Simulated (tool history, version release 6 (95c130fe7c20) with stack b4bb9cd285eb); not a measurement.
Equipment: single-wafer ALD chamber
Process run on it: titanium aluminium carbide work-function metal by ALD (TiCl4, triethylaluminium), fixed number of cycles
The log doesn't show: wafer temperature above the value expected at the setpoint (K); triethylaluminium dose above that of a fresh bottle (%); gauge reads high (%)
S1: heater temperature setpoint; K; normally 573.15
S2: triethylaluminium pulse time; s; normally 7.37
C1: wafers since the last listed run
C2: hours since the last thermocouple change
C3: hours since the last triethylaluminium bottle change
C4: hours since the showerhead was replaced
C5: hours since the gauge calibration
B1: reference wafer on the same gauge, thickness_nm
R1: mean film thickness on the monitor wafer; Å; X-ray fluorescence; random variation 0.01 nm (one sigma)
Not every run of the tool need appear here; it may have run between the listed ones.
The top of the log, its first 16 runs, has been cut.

run 17 hour=1320.8 | S1=566.15 S2=5.99 | C1=678 C2=751.6 C3=556.8 C4=195.4 C5=1999.9 | B1=2.192 | R1=17.25
-- hour=1349.3 gauge calibrated
run 18 hour=1373.1 | S1=573.15 S2=7.37 | C1=653 C2=803.9 C3=609.1 C4=247.7 C5=23.8 | B1=2.193 | R1=18.52
run 19 hour=1430.9 | S1=573.15 S2=7.37 | C1=721 C2=861.7 C3=666.9 C4=305.5 C5=81.6 | B1=2.185 | R1=18.35
run 20 hour=1488.5 | S1=573.15 S2=8.85 | C1=719 C2=919.3 C3=724.5 C4=363.1 C5=139.2 | B1=2.187 | R1=18.96
run 21 hour=1593.5 | S1=573.15 S2=5.55 | C1=1311 C2=1024.3 C3=829.5 C4=468.1 C5=244.2 | B1=2.192 | R1=17.29
run 22 hour=1695.6 | S1=573.15 S2=7.37 | C1=1275 C2=1126.4 C3=931.6 C4=570.2 C5=346.3 | B1=2.188 | R1=18.1
run 23 hour=1779 | S1=582.15 S2=7.37 | C1=1041 C2=1209.8 C3=1015 C4=653.6 C5=429.7 | B1=2.192 | R1=18.98
-- hour=1832.1 thermocouple changed; heater temperature recalibrated
-- hour=2009.8 triethylaluminium bottle replaced
run 24 hour=2073 | S1=573.15 S2=5.52 | C1=3472 C2=240.9 C3=63.2 C4=947.6 C5=723.7 | B1=2.194 | R1=17.49
run 25 hour=2156.1 | S1=573.15 S2=7.37 | C1=1038 C2=324 C3=146.3 C4=1030.7 C5=806.8 | B1=2.19 | R1=18.51
run 26 hour=2235.1 | S1=573.15 S2=9.74 | C1=986 C2=403 C3=225.3 C4=1109.7 C5=885.8 | B1=2.191 | R1=19.34
run 27 hour=2429.3 | S1=582.15 S2=8.87 | C1=2425 C2=597.2 C3=419.5 C4=1303.9 C5=1080 | B1=2.194 | R1=19.77
run 28 hour=2497 | S1=582.15 S2=4.49 | C1=845 C2=664.9 C3=487.2 C4=1371.6 C5=1147.7 | B1=2.192 | R1=17.21
run 29 hour=2556.7 | S1=586.15 S2=7.37 | C1=745 C2=724.6 C3=546.9 C4=1431.3 C5=1207.4 | B1=2.188 | R1=19.24
run 30 hour=2601.5 | S1=563.15 S2=9.68 | C1=559 C2=769.4 C3=591.7 C4=1476.1 C5=1252.2 | B1=2.188 | R1=18.45
run 31 hour=2676.8 | S1=558.15 S2=9.31 | C1=940 C2=844.7 C3=667 C4=1551.4 C5=1327.5 | B1=2.188 | R1=17.77
run 32 hour=2779.9 | S1=582.15 S2=7.37 | C1=1287 C2=947.8 C3=770.1 C4=1654.5 C5=1430.6 | B1=2.187 | R1=19.22

5 ways to go on from here, each from the tool as it stands after run 32. What would each give?
run A hour=2780.3 | S1=573.15 S2=7.37 | C1=4 C2=948.2 C3=770.5 C4=1654.9 C5=1431 | B1=? | R1=?
run B hour=2780.3 | S1=573.15 S2=9.22 | C1=4 C2=948.2 C3=770.5 C4=1654.9 C5=1431 | B1=? | R1=?
run C hour=2780.3 | S1=561.15 S2=9.14 | C1=4 C2=948.2 C3=770.5 C4=1654.9 C5=1431 | B1=? | R1=?
run D hour=2780.3 | S1=560.15 S2=6.44 | C1=4 C2=948.2 C3=770.5 C4=1654.9 C5=1431 | B1=? | R1=?
run E hour=2780.3 | S1=568.15 S2=8.29 | C1=4 C2=948.2 C3=770.5 C4=1654.9 C5=1431 | B1=? | R1=?

run=A B1=2.185 R1=18.5
run=B B1=2.185 R1=19.15
run=C B1=2.185 R1=18.17
run=D B1=2.185 R1=17.07
run=E B1=2.185 R1=18.47
Without the tool's unlogged condition, the same runs would have read:
run=A R1=18.68
run=B R1=19.28
run=C R1=18.3
run=D R1=17.26
run=E R1=18.62

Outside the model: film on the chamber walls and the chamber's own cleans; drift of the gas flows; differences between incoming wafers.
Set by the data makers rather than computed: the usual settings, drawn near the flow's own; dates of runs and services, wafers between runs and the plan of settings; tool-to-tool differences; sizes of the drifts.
